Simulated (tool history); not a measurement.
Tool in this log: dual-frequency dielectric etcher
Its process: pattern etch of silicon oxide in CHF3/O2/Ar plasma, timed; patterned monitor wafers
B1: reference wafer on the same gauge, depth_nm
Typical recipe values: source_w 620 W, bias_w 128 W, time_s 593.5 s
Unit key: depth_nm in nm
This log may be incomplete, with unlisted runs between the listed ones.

run 1 hour=0 | source_w=620 bias_w=145 time_s=691.5 | B1=1042.8 | depth_nm=1262.8
run 2 hour=55.6 | source_w=690 bias_w=135 time_s=593.5 | B1=1041.3 | depth_nm=1124
-- hour=163.3 wet clean of the chamber
run 3 hour=224.8 | source_w=690 bias_w=135 time_s=593.5 | B1=1040 | depth_nm=1131.3
run 4 hour=282.3 | source_w=690 bias_w=135 time_s=593.5 | B1=1041.4 | depth_nm=1124.5
run 5 hour=410.8 | source_w=620 bias_w=128 time_s=593.5 | B1=1037.6 | depth_nm=1054
run 6 hour=466.5 | source_w=620 bias_w=128 time_s=593.5 | B1=1038.3 | depth_nm=1066.9
run 7 hour=499.2 | source_w=620 bias_w=128 time_s=485 | B1=1040.2 | depth_nm=869.2
run 8 hour=526.6 | source_w=620 bias_w=128 time_s=485 | B1=1040 | depth_nm=856.6
-- hour=655.9 bias power generator calibrated
run 9 hour=674.9 | source_w=620 bias_w=128 time_s=593.5 | B1=1041.5 | depth_nm=1054.9
run 10 hour=703.7 | source_w=680 bias_w=128 time_s=593.5 | B1=1038.6 | depth_nm=1105
run 11 hour=733.3 | source_w=620 bias_w=158 time_s=726 | B1=1041.5 | depth_nm=1360.6
-- hour=758.1 wet clean of the chamber
run 12 hour=789.7 | source_w=750 bias_w=106 time_s=473 | B1=1041 | depth_nm=891.5
run 13 hour=853.5 | source_w=620 bias_w=128 time_s=593.5 | B1=1039.2 | depth_nm=1051.1
-- hour=948.8 source power generator calibrated
-- hour=949.6 gauge calibrated
run 14 hour=1052.3 | source_w=490 bias_w=142 time_s=702 | B1=1043.3 | depth_nm=1161
run 15 hour=1102.3 | source_w=680 bias_w=137 time_s=593.5 | B1=1040 | depth_nm=1132
run 16 hour=1139.6 | source_w=620 bias_w=145 time_s=691.5 | B1=1042.1 | depth_nm=1278.7
run 17 hour=1171.7 | source_w=620 bias_w=151 time_s=519 | B1=1041 | depth_nm=970.1
-- hour=1220.1 upper electrode replaced
run 18 hour=1220.9 | source_w=530 bias_w=128 time_s=660.5 | B1=1040.4 | depth_nm=1101.4
run 19 hour=1291.7 | source_w=620 bias_w=128 time_s=520 | B1=1040.3 | depth_nm=946.4
run 20 hour=1327.5 | source_w=480 bias_w=128 time_s=593.5 | B1=1039.6 | depth_nm=937.4
-- hour=1371.4 wet clean of the chamber
run 21 hour=1394.6 | source_w=620 bias_w=128 time_s=593.5 | B1=1039.4 | depth_nm=1066.4
run 22 hour=1421.1 | source_w=620 bias_w=128 time_s=593.5 | B1=1042 | depth_nm=1073.9
run 23 hour=1536.9 | source_w=620 bias_w=102 time_s=593.5 | B1=1040.7 | depth_nm=1025.6
run 24 hour=1595.8 | source_w=680 bias_w=157 time_s=593.5 | B1=1039.1 | depth_nm=1168.2
run 25 hour=1660.4 | source_w=620 bias_w=128 time_s=593.5 | B1=1041.9 | depth_nm=1062.8
run 26 hour=1727.8 | source_w=620 bias_w=128 time_s=593.5 | B1=1038.3 | depth_nm=1064.3
run 27 hour=1782.4 | source_w=620 bias_w=128 time_s=593.5 | B1=1039.7 | depth_nm=1063
run 28 hour=1839.6 | source_w=680 bias_w=157 time_s=593.5 | B1=1040 | depth_nm=1164.4
run 29 hour=1889.2 | source_w=760 bias_w=101 time_s=593.5 | B1=1041.7 | depth_nm=1122.8

Below are 4 alternative next runs, each starting from the tool's condition after run 29. Predict each:
run A hour=1889.8 | source_w=620 bias_w=128 time_s=593.5 | B1=? | depth_nm=?
run B hour=1889.8 | source_w=470 bias_w=113 time_s=689 | B1=? | depth_nm=?
run C hour=1889.8 | source_w=620 bias_w=113 time_s=445.5 | B1=? | depth_nm=?
run D hour=1889.8 | source_w=620 bias_w=147 time_s=593.5 | B1=? | depth_nm=?

run=A B1=1041.7 depth_nm=1075.8
run=B B1=1041.7 depth_nm=1059.2
run=C B1=1041.7 depth_nm=788.6
run=D B1=1041.7 depth_nm=1106.5
Without the tool's hidden state the same runs would have given:
run=A depth_nm=1087.2
run=B depth_nm=1070.5
run=C depth_nm=797.1
run=D depth_nm=1118.2
